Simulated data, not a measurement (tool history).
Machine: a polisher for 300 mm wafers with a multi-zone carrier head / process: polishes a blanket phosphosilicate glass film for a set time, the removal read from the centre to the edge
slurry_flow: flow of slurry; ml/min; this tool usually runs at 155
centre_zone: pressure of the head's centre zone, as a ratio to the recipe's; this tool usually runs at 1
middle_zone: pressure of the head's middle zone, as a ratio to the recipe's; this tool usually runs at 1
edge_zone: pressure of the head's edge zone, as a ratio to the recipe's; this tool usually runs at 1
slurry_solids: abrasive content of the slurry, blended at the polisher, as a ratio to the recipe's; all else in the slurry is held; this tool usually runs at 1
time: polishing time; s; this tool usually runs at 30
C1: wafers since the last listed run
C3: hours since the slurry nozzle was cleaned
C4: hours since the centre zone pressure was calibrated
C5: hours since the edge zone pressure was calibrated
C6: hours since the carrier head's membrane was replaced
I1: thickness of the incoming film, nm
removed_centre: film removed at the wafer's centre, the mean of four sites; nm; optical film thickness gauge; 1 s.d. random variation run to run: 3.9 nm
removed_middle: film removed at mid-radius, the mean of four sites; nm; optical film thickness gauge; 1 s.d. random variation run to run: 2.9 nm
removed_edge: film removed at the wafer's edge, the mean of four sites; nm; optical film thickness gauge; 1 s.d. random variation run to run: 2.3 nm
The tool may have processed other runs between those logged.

{"run": 1, "hour": 0.0, "slurry_flow": 155, "centre_zone": 1, "middle_zone": 1, "edge_zone": 1, "slurry_solids": 1, "time": 38, "C1": 0, "wafers polished on this pad": 1187, "C3": 732.4, "C4": 135, "C5": 1649.3, "C6": 1343.2, "I1": 3655.8, "removed_centre": 400.1, "removed_middle": 409.3, "removed_edge": 408.6}
{"hour": 7.8, "done": "edge zone pressure recalibrated"}
{"run": 2, "hour": 23.3, "slurry_flow": 155, "centre_zone": 1, "middle_zone": 1, "edge_zone": 1, "slurry_solids": 1.25, "time": 30, "C1": 232, "wafers polished on this pad": 1420, "C3": 755.7, "C4": 158.3, "C5": 15.5, "C6": 1366.5, "I1": 3598.8, "removed_centre": 365.9, "removed_middle": 369.3, "removed_edge": 373.2}
{"run": 3, "hour": 41.8, "slurry_flow": 155, "centre_zone": 1, "middle_zone": 1, "edge_zone": 1, "slurry_solids": 1.25, "time": 30, "C1": 202, "wafers polished on this pad": 1622, "C3": 774.2, "C4": 176.8, "C5": 34, "C6": 1385, "I1": 3594.1, "removed_centre": 369.2, "removed_middle": 373.6, "removed_edge": 376.6}
{"run": 4, "hour": 65.4, "slurry_flow": 190, "centre_zone": 1.09, "middle_zone": 1, "edge_zone": 1.11, "slurry_solids": 1, "time": 30, "C1": 258, "wafers polished on this pad": 1880, "C3": 797.8, "C4": 200.4, "C5": 57.6, "C6": 1408.6, "I1": 3598.2, "removed_centre": 356.4, "removed_middle": 333.7, "removed_edge": 351.3}
{"hour": 90.2, "done": "worn pad replaced by a new one"}
{"run": 5, "hour": 90.7, "slurry_flow": 155, "centre_zone": 1.04, "middle_zone": 1, "edge_zone": 1, "slurry_solids": 1, "time": 36, "C1": 232, "wafers polished on this pad": 5, "C3": 823.1, "C4": 225.7, "C5": 82.9, "C6": 1433.9, "I1": 3633.9, "removed_centre": 395.3, "removed_middle": 378.9, "removed_edge": 386.1}
{"run": 6, "hour": 101.3, "slurry_flow": 175, "centre_zone": 1, "middle_zone": 1, "edge_zone": 1, "slurry_solids": 1, "time": 30, "C1": 115, "wafers polished on this pad": 121, "C3": 833.7, "C4": 236.3, "C5": 93.5, "C6": 1444.5, "I1": 3568.3, "removed_centre": 326.4, "removed_middle": 330, "removed_edge": 327.4}
{"run": 7, "hour": 130.0, "slurry_flow": 155, "centre_zone": 1, "middle_zone": 1, "edge_zone": 1, "slurry_solids": 1, "time": 30, "C1": 313, "wafers polished on this pad": 435, "C3": 862.4, "C4": 265, "C5": 122.2, "C6": 1473.2, "I1": 3679.5, "removed_centre": 310.7, "removed_middle": 317.8, "removed_edge": 321.2}
{"run": 8, "hour": 151.4, "slurry_flow": 200, "centre_zone": 0.92, "middle_zone": 1.06, "edge_zone": 1, "slurry_solids": 0.8, "time": 30, "C1": 234, "wafers polished on this pad": 669, "C3": 883.8, "C4": 286.4, "C5": 143.6, "C6": 1494.6, "I1": 3673.7, "removed_centre": 249.1, "removed_middle": 283.1, "removed_edge": 270.9}
{"hour": 178.7, "done": "carrier head's membrane replaced by a new one"}
{"hour": 179.9, "done": "slurry nozzle cleaned"}
{"run": 9, "hour": 252.7, "slurry_flow": 185, "centre_zone": 1, "middle_zone": 1, "edge_zone": 0.89, "slurry_solids": 1, "time": 39, "C1": 1042, "wafers polished on this pad": 1712, "C3": 72.8, "C4": 387.7, "C5": 244.9, "C6": 74, "I1": 3600, "removed_centre": 468.6, "removed_middle": 459.9, "removed_edge": 428.3}
{"run": 10, "hour": 268.8, "slurry_flow": 155, "centre_zone": 1, "middle_zone": 0.93, "edge_zone": 1, "slurry_solids": 1, "time": 25, "C1": 176, "wafers polished on this pad": 1888, "C3": 88.9, "C4": 403.8, "C5": 261, "C6": 90.1, "I1": 3648.3, "removed_centre": 287.7, "removed_middle": 271.9, "removed_edge": 284.3}
{"run": 11, "hour": 283.8, "slurry_flow": 115, "centre_zone": 1, "middle_zone": 1, "edge_zone": 1, "slurry_solids": 1, "time": 30, "C1": 164, "wafers polished on this pad": 2052, "C3": 103.9, "C4": 418.8, "C5": 276, "C6": 105.1, "I1": 3601.2, "removed_centre": 323.4, "removed_middle": 329.3, "removed_edge": 332.3}
{"run": 12, "hour": 310.4, "slurry_flow": 155, "centre_zone": 1, "middle_zone": 1, "edge_zone": 1, "slurry_solids": 1, "time": 30, "C1": 290, "wafers polished on this pad": 2343, "C3": 130.5, "C4": 445.4, "C5": 302.6, "C6": 131.7, "I1": 3574, "removed_centre": 338.4, "removed_middle": 338.3, "removed_edge": 345.2}
{"run": 13, "hour": 335.1, "slurry_flow": 155, "centre_zone": 1.04, "middle_zone": 0.93, "edge_zone": 0.92, "slurry_solids": 1.25, "time": 30, "C1": 270, "wafers polished on this pad": 2613, "C3": 155.2, "C4": 470.1, "C5": 327.3, "C6": 156.4, "I1": 3613.4, "removed_centre": 417.4, "removed_middle": 371.5, "removed_edge": 373.8}
{"hour": 348.9, "done": "worn pad replaced by a new one"}
{"run": 14, "hour": 368.2, "slurry_flow": 155, "centre_zone": 1.1, "middle_zone": 1.08, "edge_zone": 1, "slurry_solids": 1, "time": 22, "C1": 318, "wafers polished on this pad": 210, "C3": 188.3, "C4": 503.2, "C5": 360.4, "C6": 189.5, "I1": 3656.4, "removed_centre": 275.1, "removed_middle": 270.7, "removed_edge": 248.8}
{"run": 15, "hour": 386.3, "slurry_flow": 210, "centre_zone": 1.1, "middle_zone": 1, "edge_zone": 1, "slurry_solids": 1, "time": 30, "C1": 197, "wafers polished on this pad": 408, "C3": 206.4, "C4": 521.3, "C5": 378.5, "C6": 207.6, "I1": 3613.3, "removed_centre": 383.4, "removed_middle": 360.2, "removed_edge": 354.3}
{"run": 16, "hour": 404.0, "slurry_flow": 155, "centre_zone": 1, "middle_zone": 0.92, "edge_zone": 1, "slurry_solids": 1, "time": 30, "C1": 193, "wafers polished on this pad": 602, "C3": 224.1, "C4": 539, "C5": 396.2, "C6": 225.3, "I1": 3612.2, "removed_centre": 340.5, "removed_middle": 317.9, "removed_edge": 341.9}
{"run": 17, "hour": 431.0, "slurry_flow": 155, "centre_zone": 0.93, "middle_zone": 1, "edge_zone": 1, "slurry_solids": 1, "time": 30, "C1": 295, "wafers polished on this pad": 897, "C3": 251.1, "C4": 566, "C5": 423.2, "C6": 252.3, "I1": 3589.9, "removed_centre": 313.8, "removed_middle": 343.7, "removed_edge": 333.6}
{"run": 18, "hour": 451.0, "slurry_flow": 155, "centre_zone": 1, "middle_zone": 1, "edge_zone": 1, "slurry_solids": 1, "time": 30, "C1": 218, "wafers polished on this pad": 1116, "C3": 271.1, "C4": 586, "C5": 443.2, "C6": 272.3, "I1": 3620.1, "removed_centre": 342.4, "removed_middle": 340.2, "removed_edge": 338.6}
{"run": 19, "hour": 466.7, "slurry_flow": 155, "centre_zone": 1.1, "middle_zone": 1, "edge_zone": 1, "slurry_solids": 1, "time": 30, "C1": 171, "wafers polished on this pad": 1288, "C3": 286.8, "C4": 601.7, "C5": 458.9, "C6": 288, "I1": 3647.2, "removed_centre": 369.3, "removed_middle": 341.5, "removed_edge": 337}
{"run": 20, "hour": 492.1, "slurry_flow": 155, "centre_zone": 1, "middle_zone": 1, "edge_zone": 1, "slurry_solids": 0.75, "time": 30, "C1": 277, "wafers polished on this pad": 1565, "C3": 312.2, "C4": 627.1, "C5": 484.3, "C6": 313.4, "I1": 3596.2, "removed_centre": 253.2, "removed_middle": 256, "removed_edge": 254}
{"run": 21, "hour": 515.3, "slurry_flow": 155, "centre_zone": 1, "middle_zone": 0.91, "edge_zone": 1.06, "slurry_solids": 0.8, "time": 36, "C1": 253, "wafers polished on this pad": 1819, "C3": 335.4, "C4": 650.3, "C5": 507.5, "C6": 336.6, "I1": 3680.6, "removed_centre": 328, "removed_middle": 306.8, "removed_edge": 339.5}
{"run": 22, "hour": 533.2, "slurry_flow": 155, "centre_zone": 1, "middle_zone": 1, "edge_zone": 1, "slurry_solids": 1, "time": 30, "C1": 195, "wafers polished on this pad": 2015, "C3": 353.3, "C4": 668.2, "C5": 525.4, "C6": 354.5, "I1": 3619.6, "removed_centre": 340.6, "removed_middle": 341.5, "removed_edge": 335.7}

Alternative continuations, all from the tool just after run 22; predict every row:
{"run": "A", "hour": 533.6, "slurry_flow": 190, "centre_zone": 1, "middle_zone": 1, "edge_zone": 1, "slurry_solids": 1, "time": 30, "C1": 4, "wafers polished on this pad": 2019, "C3": 353.7, "C4": 668.6, "C5": 525.8, "C6": 354.9, "I1": 3601.1, "removed_centre": "?", "removed_middle": "?", "removed_edge": "?"}
{"run": "B", "hour": 533.6, "slurry_flow": 155, "centre_zone": 1, "middle_zone": 1.06, "edge_zone": 1.11, "slurry_solids": 1, "time": 30, "C1": 4, "wafers polished on this pad": 2019, "C3": 353.7, "C4": 668.6, "C5": 525.8, "C6": 354.9, "I1": 3601.1, "removed_centre": "?", "removed_middle": "?", "removed_edge": "?"}
{"run": "C", "hour": 533.6, "slurry_flow": 120, "centre_zone": 0.91, "middle_zone": 0.88, "edge_zone": 0.94, "slurry_solids": 1, "time": 30, "C1": 4, "wafers polished on this pad": 2019, "C3": 353.7, "C4": 668.6, "C5": 525.8, "C6": 354.9, "I1": 3601.1, "removed_centre": "?", "removed_middle": "?", "removed_edge": "?"}
{"run": "D", "hour": 533.6, "slurry_flow": 155, "centre_zone": 0.91, "middle_zone": 1, "edge_zone": 1, "slurry_solids": 1, "time": 30, "C1": 4, "wafers polished on this pad": 2019, "C3": 353.7, "C4": 668.6, "C5": 525.8, "C6": 354.9, "I1": 3601.1, "removed_centre": "?", "removed_middle": "?", "removed_edge": "?"}

run=A removed_centre=343.8 removed_middle=346.9 removed_edge=343.3
run=B removed_centre=331 removed_middle=351.8 removed_edge=352.6
run=C removed_centre=284.1 removed_middle=287.6 removed_edge=314.8
run=D removed_centre=300.8 removed_middle=335.4 removed_edge=335.1
Stripped of hidden state, with their random variation kept, the same runs would have yielded:
run=A removed_centre=354.8 removed_middle=356.8 removed_edge=350.4
run=B removed_centre=343.6 removed_middle=363.7 removed_edge=361
run=C removed_centre=297.5 removed_middle=299.4 removed_edge=323.8
run=D removed_centre=312.3 removed_middle=346.7 removed_edge=343.1
